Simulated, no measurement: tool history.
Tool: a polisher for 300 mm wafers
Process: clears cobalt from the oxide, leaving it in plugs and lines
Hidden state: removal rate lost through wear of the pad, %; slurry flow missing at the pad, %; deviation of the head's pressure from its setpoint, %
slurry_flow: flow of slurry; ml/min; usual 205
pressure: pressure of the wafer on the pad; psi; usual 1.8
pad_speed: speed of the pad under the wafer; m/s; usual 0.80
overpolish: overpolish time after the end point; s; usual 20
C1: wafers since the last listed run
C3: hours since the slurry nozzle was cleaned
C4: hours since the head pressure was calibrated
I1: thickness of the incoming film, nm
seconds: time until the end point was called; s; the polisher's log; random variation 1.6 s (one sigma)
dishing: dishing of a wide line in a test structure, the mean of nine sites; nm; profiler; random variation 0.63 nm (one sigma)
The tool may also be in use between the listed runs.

{"run": 1, "hour": 0.0, "slurry_flow": 155, "pressure": 1.8, "pad_speed": 0.8, "overpolish": 25, "C1": 0, "wafers polished on this pad": 1192, "C3": 466.3, "C4": 274.6, "I1": 342.0, "seconds": 136.0, "dishing": 44.6}
{"run": 2, "hour": 31.7, "slurry_flow": 205, "pressure": 1.8, "pad_speed": 0.8, "overpolish": 20, "C1": 334, "wafers polished on this pad": 1527, "C3": 498.0, "C4": 306.3, "I1": 349.8, "seconds": 132.7, "dishing": 37.9}
{"hour": 101.1, "done": "slurry nozzle cleaned"}
{"run": 3, "hour": 101.7, "slurry_flow": 205, "pressure": 1.8, "pad_speed": 0.8, "overpolish": 20, "C1": 728, "wafers polished on this pad": 2256, "C3": 0.6, "C4": 376.3, "I1": 350.1, "seconds": 131.9, "dishing": 37.8}
{"run": 4, "hour": 128.6, "slurry_flow": 205, "pressure": 1.8, "pad_speed": 0.8, "overpolish": 20, "C1": 284, "wafers polished on this pad": 2540, "C3": 27.5, "C4": 403.2, "I1": 350.3, "seconds": 135.0, "dishing": 38.4}
{"run": 5, "hour": 164.3, "slurry_flow": 205, "pressure": 1.8, "pad_speed": 0.8, "overpolish": 20, "C1": 377, "wafers polished on this pad": 2918, "C3": 63.2, "C4": 438.9, "I1": 351.9, "seconds": 133.0, "dishing": 38.6}
{"run": 6, "hour": 191.8, "slurry_flow": 205, "pressure": 1.8, "pad_speed": 0.8, "overpolish": 20, "C1": 290, "wafers polished on this pad": 3208, "C3": 90.7, "C4": 466.4, "I1": 349.0, "seconds": 137.2, "dishing": 39.1}
{"hour": 249.6, "done": "worn pad replaced by a new one"}
{"run": 7, "hour": 250.1, "slurry_flow": 150, "pressure": 1.8, "pad_speed": 0.8, "overpolish": 20, "C1": 573, "wafers polished on this pad": 5, "C3": 149.0, "C4": 524.7, "I1": 351.5, "seconds": 140.6, "dishing": 36.7}
{"run": 8, "hour": 286.3, "slurry_flow": 150, "pressure": 1.8, "pad_speed": 0.8, "overpolish": 20, "C1": 382, "wafers polished on this pad": 388, "C3": 185.2, "C4": 560.9, "I1": 346.2, "seconds": 140.7, "dishing": 37.1}
{"run": 9, "hour": 319.0, "slurry_flow": 205, "pressure": 1.8, "pad_speed": 0.8, "overpolish": 14, "C1": 345, "wafers polished on this pad": 733, "C3": 217.9, "C4": 593.6, "I1": 347.0, "seconds": 133.3, "dishing": 28.8}
{"run": 10, "hour": 351.4, "slurry_flow": 205, "pressure": 1.8, "pad_speed": 0.8, "overpolish": 14, "C1": 342, "wafers polished on this pad": 1075, "C3": 250.3, "C4": 626.0, "I1": 350.5, "seconds": 130.6, "dishing": 29.2}
{"run": 11, "hour": 376.4, "slurry_flow": 205, "pressure": 1.8, "pad_speed": 0.8, "overpolish": 20, "C1": 264, "wafers polished on this pad": 1339, "C3": 275.3, "C4": 651.0, "I1": 347.4, "seconds": 136.3, "dishing": 37.1}
{"run": 12, "hour": 439.4, "slurry_flow": 205, "pressure": 1.8, "pad_speed": 0.8, "overpolish": 20, "C1": 665, "wafers polished on this pad": 2005, "C3": 338.3, "C4": 714.0, "I1": 342.5, "seconds": 134.0, "dishing": 37.5}
{"run": 13, "hour": 477.9, "slurry_flow": 205, "pressure": 1.8, "pad_speed": 0.8, "overpolish": 20, "C1": 406, "wafers polished on this pad": 2412, "C3": 376.8, "C4": 752.5, "I1": 354.7, "seconds": 137.5, "dishing": 37.6}
{"run": 14, "hour": 545.4, "slurry_flow": 205, "pressure": 1.8, "pad_speed": 0.8, "overpolish": 20, "C1": 713, "wafers polished on this pad": 3125, "C3": 444.3, "C4": 820.0, "I1": 343.8, "seconds": 135.1, "dishing": 37.3}
{"hour": 574.5, "done": "worn pad replaced by a new one"}
{"run": 15, "hour": 609.5, "slurry_flow": 190, "pressure": 1.8, "pad_speed": 0.8, "overpolish": 20, "C1": 634, "wafers polished on this pad": 370, "C3": 508.4, "C4": 884.1, "I1": 348.5, "seconds": 139.8, "dishing": 36.5}
{"hour": 645.2, "done": "slurry nozzle cleaned"}
{"run": 16, "hour": 677.6, "slurry_flow": 190, "pressure": 1.8, "pad_speed": 0.8, "overpolish": 20, "C1": 708, "wafers polished on this pad": 1078, "C3": 32.4, "C4": 952.2, "I1": 342.9, "seconds": 136.7, "dishing": 36.8}
{"run": 17, "hour": 738.3, "slurry_flow": 250, "pressure": 1.8, "pad_speed": 0.8, "overpolish": 14, "C1": 641, "wafers polished on this pad": 1720, "C3": 93.1, "C4": 1012.9, "I1": 351.9, "seconds": 136.6, "dishing": 28.7}
{"run": 18, "hour": 775.4, "slurry_flow": 205, "pressure": 1.5, "pad_speed": 0.8, "overpolish": 20, "C1": 391, "wafers polished on this pad": 2112, "C3": 130.2, "C4": 1050.0, "I1": 352.4, "seconds": 162.7, "dishing": 33.1}
{"run": 19, "hour": 804.6, "slurry_flow": 205, "pressure": 1.8, "pad_speed": 1.04, "overpolish": 20, "C1": 308, "wafers polished on this pad": 2420, "C3": 159.4, "C4": 1079.2, "I1": 346.3, "seconds": 110.2, "dishing": 42.9}
{"run": 20, "hour": 834.7, "slurry_flow": 190, "pressure": 1.8, "pad_speed": 0.8, "overpolish": 20, "C1": 317, "wafers polished on this pad": 2738, "C3": 189.5, "C4": 1109.3, "I1": 349.6, "seconds": 142.6, "dishing": 36.1}
{"run": 21, "hour": 864.2, "slurry_flow": 190, "pressure": 1.8, "pad_speed": 0.8, "overpolish": 20, "C1": 311, "wafers polished on this pad": 3050, "C3": 219.0, "C4": 1138.8, "I1": 356.3, "seconds": 144.7, "dishing": 35.6}
{"hour": 893.6, "done": "worn pad replaced by a new one"}
{"run": 22, "hour": 917.5, "slurry_flow": 205, "pressure": 1.8, "pad_speed": 1.06, "overpolish": 15, "C1": 520, "wafers polished on this pad": 252, "C3": 272.3, "C4": 1192.1, "I1": 350.9, "seconds": 109.7, "dishing": 35.9}
{"run": 23, "hour": 951.8, "slurry_flow": 205, "pressure": 1.8, "pad_speed": 0.9, "overpolish": 20, "C1": 362, "wafers polished on this pad": 614, "C3": 306.6, "C4": 1226.4, "I1": 352.1, "seconds": 129.8, "dishing": 38.7}
{"run": 24, "hour": 1005.0, "slurry_flow": 240, "pressure": 2.1, "pad_speed": 0.66, "overpolish": 20, "C1": 562, "wafers polished on this pad": 1176, "C3": 359.8, "C4": 1279.6, "I1": 351.8, "seconds": 148.5, "dishing": 35.6}
{"run": 25, "hour": 1075.9, "slurry_flow": 180, "pressure": 1.8, "pad_speed": 1.04, "overpolish": 20, "C1": 749, "wafers polished on this pad": 1925, "C3": 430.7, "C4": 1350.5, "I1": 348.4, "seconds": 116.5, "dishing": 41.3}
{"run": 26, "hour": 1131.7, "slurry_flow": 205, "pressure": 1.8, "pad_speed": 0.8, "overpolish": 20, "C1": 589, "wafers polished on this pad": 2515, "C3": 486.5, "C4": 1406.3, "I1": 350.8, "seconds": 145.2, "dishing": 34.7}
{"run": 27, "hour": 1184.8, "slurry_flow": 205, "pressure": 1.8, "pad_speed": 1.0, "overpolish": 20, "C1": 560, "wafers polished on this pad": 3076, "C3": 539.6, "C4": 1459.4, "I1": 344.3, "seconds": 117.7, "dishing": 40.6}
{"hour": 1206.7, "done": "slurry nozzle cleaned"}
{"run": 28, "hour": 1210.9, "slurry_flow": 255, "pressure": 1.5, "pad_speed": 0.68, "overpolish": 14, "C1": 265, "wafers polished on this pad": 3341, "C3": 4.2, "C4": 1485.5, "I1": 349.8, "seconds": 192.4, "dishing": 22.0}
{"hour": 1223.2, "done": "head pressure recalibrated"}
{"hour": 1245.3, "done": "worn pad replaced by a new one"}
{"run": 29, "hour": 1245.8, "slurry_flow": 180, "pressure": 1.3, "pad_speed": 0.96, "overpolish": 31, "C1": 305, "wafers polished on this pad": 5, "C3": 39.1, "C4": 22.6, "I1": 350.7, "seconds": 147.5, "dishing": 48.9}
{"run": 30, "hour": 1300.7, "slurry_flow": 205, "pressure": 2.3, "pad_speed": 0.8, "overpolish": 15, "C1": 579, "wafers polished on this pad": 585, "C3": 94.0, "C4": 77.5, "I1": 349.0, "seconds": 105.5, "dishing": 37.3}
{"run": 31, "hour": 1332.2, "slurry_flow": 155, "pressure": 2.1, "pad_speed": 0.8, "overpolish": 20, "C1": 332, "wafers polished on this pad": 918, "C3": 125.5, "C4": 109.0, "I1": 349.7, "seconds": 120.2, "dishing": 40.3}
{"run": 32, "hour": 1538.2, "slurry_flow": 205, "pressure": 1.8, "pad_speed": 0.8, "overpolish": 20, "C1": 2176, "wafers polished on this pad": 3094, "C3": 331.5, "C4": 315.0, "I1": 344.8, "seconds": 129.0, "dishing": 37.7}
{"run": 33, "hour": 1591.0, "slurry_flow": 205, "pressure": 1.3, "pad_speed": 0.8, "overpolish": 27, "C1": 557, "wafers polished on this pad": 3652, "C3": 384.3, "C4": 367.8, "I1": 347.6, "seconds": 166.9, "dishing": 39.3}
{"hour": 1624.5, "done": "worn pad replaced by a new one"}
{"run": 34, "hour": 1661.1, "slurry_flow": 205, "pressure": 1.4, "pad_speed": 0.54, "overpolish": 24, "C1": 698, "wafers polished on this pad": 387, "C3": 454.4, "C4": 437.9, "I1": 344.9, "seconds": 229.3, "dishing": 28.9}
{"run": 35, "hour": 1719.4, "slurry_flow": 165, "pressure": 1.8, "pad_speed": 0.8, "overpolish": 32, "C1": 615, "wafers polished on this pad": 1003, "C3": 512.7, "C4": 496.2, "I1": 346.7, "seconds": 138.7, "dishing": 49.3}

Forecast each of these 3 alternatives for the next run:
{"run": "A", "hour": 1719.9, "slurry_flow": 205, "pressure": 1.8, "pad_speed": 0.8, "overpolish": 28, "C1": 5, "wafers polished on this pad": 1008, "C3": 513.2, "C4": 496.7, "I1": 349.3, "seconds": "?", "dishing": "?"}
{"run": "B", "hour": 1719.9, "slurry_flow": 265, "pressure": 1.8, "pad_speed": 0.56, "overpolish": 20, "C1": 5, "wafers polished on this pad": 1008, "C3": 513.2, "C4": 496.7, "I1": 349.3, "seconds": "?", "dishing": "?"}
{"run": "C", "hour": 1719.9, "slurry_flow": 150, "pressure": 2.0, "pad_speed": 0.8, "overpolish": 9, "C1": 5, "wafers polished on this pad": 1008, "C3": 513.2, "C4": 496.7, "I1": 349.3, "seconds": "?", "dishing": "?"}

run=A seconds=130.7 dishing=45.8
run=B seconds=175.5 dishing=30.2
run=C seconds=125.9 dishing=20.8
Without the tool's hidden state the same runs would have given:
run=A seconds=128.7 dishing=46.2
run=B seconds=172.7 dishing=30.6
run=C seconds=124.0 dishing=21.1

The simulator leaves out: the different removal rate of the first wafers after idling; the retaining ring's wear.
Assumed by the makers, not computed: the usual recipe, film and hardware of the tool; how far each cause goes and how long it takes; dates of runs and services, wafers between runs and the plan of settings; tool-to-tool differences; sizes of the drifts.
